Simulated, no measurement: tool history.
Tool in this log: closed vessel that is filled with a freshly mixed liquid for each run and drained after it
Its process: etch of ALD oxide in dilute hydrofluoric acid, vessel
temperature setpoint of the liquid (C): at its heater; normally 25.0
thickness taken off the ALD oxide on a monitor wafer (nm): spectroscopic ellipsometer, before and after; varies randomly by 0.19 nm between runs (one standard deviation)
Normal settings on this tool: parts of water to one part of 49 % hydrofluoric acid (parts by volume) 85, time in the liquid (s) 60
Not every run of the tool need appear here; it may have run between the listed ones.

run	day	temperature setpoint of the liquid (C)	parts of water to one part of 49 % hydrofluoric acid (parts by volume)	time in the liquid (s)	read-back film thickness of the ALD oxide reference wafer, read on the same gauge (nm)	thickness taken off the ALD oxide on a monitor wafer (nm)
1	0.000	25.0	85	60	109.99	20.50
2	2.033	25.0	85	60	110.01	20.82
# day 2.167: gauge calibrated
3	6.346	25.0	85	60	110.01	20.81
4	8.175	22.0	85	75	109.99	22.76
5	18.871	22.0	85	75	110.01	23.22
6	22.008	25.0	70	60	110.00	25.96
7	29.633	25.0	70	60	109.99	26.24
8	31.733	25.0	85	60	110.00	20.94
# day 33.054: hydrofluoric acid flow meter replaced
9	43.175	22.0	85	75	110.01	24.51
# day 46.988: gauge calibrated
10	47.521	22.5	85	85	109.99	28.43
# day 50.054: hydrofluoric acid flow meter replaced, repeated, since the last time left the tool worse
11	50.075	28.5	85	60	110.00	23.15
# day 56.379: thermometer replaced
12	63.379	25.0	115	60	110.00	14.60
13	65.408	28.0	50	95	109.99	66.22

Forecast run 14:
14	67.304	25.0	85	60	?	?

read-back film thickness of the ALD oxide reference wafer, read on the same gauge (nm): 110.01
thickness taken off the ALD oxide on a monitor wafer (nm): 20.32
Take away the tool's hidden state, keep the run-to-run variation as it was, and the same run would have given thickness taken off the ALD oxide on a monitor wafer (nm) 19.87.
